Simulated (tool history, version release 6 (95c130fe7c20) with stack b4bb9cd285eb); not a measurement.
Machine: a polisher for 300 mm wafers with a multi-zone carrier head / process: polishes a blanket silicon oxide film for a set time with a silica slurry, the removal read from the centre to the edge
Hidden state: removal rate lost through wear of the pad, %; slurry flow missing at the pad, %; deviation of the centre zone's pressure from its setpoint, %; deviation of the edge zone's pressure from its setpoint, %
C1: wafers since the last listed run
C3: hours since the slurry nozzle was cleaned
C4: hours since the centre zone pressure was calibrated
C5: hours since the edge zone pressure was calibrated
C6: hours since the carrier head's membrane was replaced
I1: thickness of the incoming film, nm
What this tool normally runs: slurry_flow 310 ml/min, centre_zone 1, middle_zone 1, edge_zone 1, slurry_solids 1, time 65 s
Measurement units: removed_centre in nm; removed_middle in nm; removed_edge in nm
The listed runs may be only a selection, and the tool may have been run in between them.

run 1 hour=0 | slurry_flow=310 centre_zone=1 middle_zone=1 edge_zone=1 slurry_solids=1 time=65 | C1=0 wafers_polished_on_this_pad=731 C3=467.5 C4=586.8 C5=492.1 C6=981.7 | I1=743.8 | removed_centre=301.1 removed_middle=271.3 removed_edge=273.5
-- hour=1.1 worn pad replaced by a new one
run 2 hour=35.9 | slurry_flow=310 centre_zone=1 middle_zone=1 edge_zone=1 slurry_solids=1 time=65 | C1=299 wafers_polished_on_this_pad=299 C3=503.4 C4=622.7 C5=528 C6=1017.6 | I1=744.8 | removed_centre=295.6 removed_middle=274.8 removed_edge=277.6
run 3 hour=42.8 | slurry_flow=310 centre_zone=1 middle_zone=1 edge_zone=1 slurry_solids=1 time=65 | C1=59 wafers_polished_on_this_pad=359 C3=510.3 C4=629.6 C5=534.9 C6=1024.5 | I1=763.9 | removed_centre=300.2 removed_middle=278.6 removed_edge=281.6
run 4 hour=52.7 | slurry_flow=310 centre_zone=1 middle_zone=1 edge_zone=1 slurry_solids=1 time=65 | C1=85 wafers_polished_on_this_pad=444 C3=520.2 C4=639.5 C5=544.8 C6=1034.4 | I1=752.6 | removed_centre=301.4 removed_middle=277.8 removed_edge=278.1
run 5 hour=62 | slurry_flow=310 centre_zone=1 middle_zone=1 edge_zone=1 slurry_solids=1 time=65 | C1=80 wafers_polished_on_this_pad=524 C3=529.5 C4=648.8 C5=554.1 C6=1043.7 | I1=740.6 | removed_centre=298.1 removed_middle=273.2 removed_edge=269.9
-- hour=67.4 carrier head's membrane replaced by a new one
run 6 hour=68.7 | slurry_flow=310 centre_zone=1 middle_zone=1 edge_zone=1 slurry_solids=1 time=65 | C1=14 wafers_polished_on_this_pad=539 C3=536.2 C4=655.5 C5=560.8 C6=1.3 | I1=751.3 | removed_centre=298.8 removed_middle=279.8 removed_edge=275.5
-- hour=76 edge zone pressure recalibrated
run 7 hour=76.5 | slurry_flow=310 centre_zone=1 middle_zone=1 edge_zone=1 slurry_solids=1 time=65 | C1=49 wafers_polished_on_this_pad=589 C3=544 C4=663.3 C5=0.5 C6=9.1 | I1=751 | removed_centre=300.9 removed_middle=280.7 removed_edge=275.5
-- hour=82.9 slurry nozzle cleaned
run 8 hour=88.8 | slurry_flow=310 centre_zone=1 middle_zone=1 edge_zone=1 slurry_solids=1 time=65 | C1=97 wafers_polished_on_this_pad=686 C3=5.9 C4=675.6 C5=12.8 C6=21.4 | I1=746.6 | removed_centre=302.6 removed_middle=273.4 removed_edge=280.9
run 9 hour=102.9 | slurry_flow=310 centre_zone=1 middle_zone=1 edge_zone=1 slurry_solids=1 time=65 | C1=121 wafers_polished_on_this_pad=808 C3=20 C4=689.7 C5=26.9 C6=35.5 | I1=747.9 | removed_centre=301.5 removed_middle=273.2 removed_edge=277.6
-- hour=109 worn pad replaced by a new one
run 10 hour=110.9 | slurry_flow=310 centre_zone=1 middle_zone=1 edge_zone=1 slurry_solids=1 time=65 | C1=34 wafers_polished_on_this_pad=16 C3=28 C4=697.7 C5=34.9 C6=43.5 | I1=748.5 | removed_centre=302.9 removed_middle=275.4 removed_edge=278.2
run 11 hour=118.9 | slurry_flow=310 centre_zone=1 middle_zone=1 edge_zone=0.88 slurry_solids=1.1 time=65 | C1=68 wafers_polished_on_this_pad=85 C3=36 C4=705.7 C5=42.9 C6=51.5 | I1=758 | removed_centre=315 removed_middle=291.6 removed_edge=275.1
-- hour=125.5 centre zone pressure recalibrated
run 12 hour=129 | slurry_flow=310 centre_zone=1 middle_zone=1 edge_zone=1 slurry_solids=1 time=65 | C1=69 wafers_polished_on_this_pad=154 C3=46.1 C4=3.5 C5=53 C6=61.6 | I1=747.7 | removed_centre=275.6 removed_middle=275.3 removed_edge=278.1
run 13 hour=136 | slurry_flow=310 centre_zone=1 middle_zone=1 edge_zone=1 slurry_solids=1 time=65 | C1=60 wafers_polished_on_this_pad=215 C3=53.1 C4=10.5 C5=60 C6=68.6 | I1=753.6 | removed_centre=273.3 removed_middle=277.1 removed_edge=281.4
run 14 hour=153.2 | slurry_flow=310 centre_zone=1.06 middle_zone=1.05 edge_zone=1 slurry_solids=1 time=45 | C1=148 wafers_polished_on_this_pad=363 C3=70.3 C4=27.7 C5=77.2 C6=85.8 | I1=748.8 | removed_centre=200.7 removed_middle=200.6 removed_edge=186.7
run 15 hour=168.8 | slurry_flow=225 centre_zone=1 middle_zone=1 edge_zone=1 slurry_solids=1 time=65 | C1=134 wafers_polished_on_this_pad=497 C3=85.9 C4=43.3 C5=92.8 C6=101.4 | I1=740.8 | removed_centre=263 removed_middle=263.9 removed_edge=268.3
run 16 hour=179.8 | slurry_flow=370 centre_zone=1 middle_zone=1 edge_zone=1.09 slurry_solids=1.15 time=51 | C1=94 wafers_polished_on_this_pad=592 C3=96.9 C4=54.3 C5=103.8 C6=112.4 | I1=755.7 | removed_centre=234.8 removed_middle=238.1 removed_edge=249.9
run 17 hour=189.1 | slurry_flow=310 centre_zone=1.09 middle_zone=1 edge_zone=1 slurry_solids=1 time=65 | C1=80 wafers_polished_on_this_pad=672 C3=106.2 C4=63.6 C5=113.1 C6=121.7 | I1=757.9 | removed_centre=298.3 removed_middle=275.2 removed_edge=276.5
-- hour=198.8 worn pad replaced by a new one
run 18 hour=199.3 | slurry_flow=350 centre_zone=1 middle_zone=1 edge_zone=0.9 slurry_solids=1 time=65 | C1=53 wafers_polished_on_this_pad=4 C3=116.4 C4=73.8 C5=123.3 C6=131.9 | I1=746.3 | removed_centre=280.2 removed_middle=281.6 removed_edge=271.1

Consider 5 possible next runs. They are alternatives, not a sequence: every one starts from the tool as it was left by run 18. What does each give?
run A hour=199.7 | slurry_flow=310 centre_zone=1 middle_zone=1 edge_zone=1 slurry_solids=1 time=65 | C1=3 wafers_polished_on_this_pad=7 C3=116.8 C4=74.2 C5=123.7 C6=132.3 | I1=745.8 | removed_centre=? removed_middle=? removed_edge=?
run B hour=199.7 | slurry_flow=310 centre_zone=1 middle_zone=1.1 edge_zone=1.08 slurry_solids=1.2 time=65 | C1=3 wafers_polished_on_this_pad=7 C3=116.8 C4=74.2 C5=123.7 C6=132.3 | I1=745.8 | removed_centre=? removed_middle=? removed_edge=?
run C hour=199.7 | slurry_flow=310 centre_zone=0.92 middle_zone=1 edge_zone=1 slurry_solids=0.9 time=65 | C1=3 wafers_polished_on_this_pad=7 C3=116.8 C4=74.2 C5=123.7 C6=132.3 | I1=745.8 | removed_centre=? removed_middle=? removed_edge=?
run D hour=199.7 | slurry_flow=410 centre_zone=0.9 middle_zone=0.89 edge_zone=1 slurry_solids=1 time=65 | C1=3 wafers_polished_on_this_pad=7 C3=116.8 C4=74.2 C5=123.7 C6=132.3 | I1=745.8 | removed_centre=? removed_middle=? removed_edge=?
run E hour=199.7 | slurry_flow=370 centre_zone=0.92 middle_zone=1 edge_zone=1 slurry_solids=1 time=65 | C1=3 wafers_polished_on_this_pad=7 C3=116.8 C4=74.2 C5=123.7 C6=132.3 | I1=745.8 | removed_centre=? removed_middle=? removed_edge=?

run=A removed_centre=273.5 removed_middle=274 removed_edge=273.1
run=B removed_centre=301.4 removed_middle=327.1 removed_edge=311.9
run=C removed_centre=236 removed_middle=257.1 removed_edge=256.3
run=D removed_centre=252.6 removed_middle=254.9 removed_edge=278.8
run=E removed_centre=256.2 removed_middle=278.7 removed_edge=276.7
Stripped of hidden state, with their random variation kept, the same runs would have yielded:
run=A removed_centre=268.3 removed_middle=274 removed_edge=273.1
run=B removed_centre=295.6 removed_middle=327.1 removed_edge=311.9
run=C removed_centre=231.4 removed_middle=257.2 removed_edge=256.3
run=D removed_centre=247.8 removed_middle=254.9 removed_edge=278.8
run=E removed_centre=251.2 removed_middle=278.7 removed_edge=276.7

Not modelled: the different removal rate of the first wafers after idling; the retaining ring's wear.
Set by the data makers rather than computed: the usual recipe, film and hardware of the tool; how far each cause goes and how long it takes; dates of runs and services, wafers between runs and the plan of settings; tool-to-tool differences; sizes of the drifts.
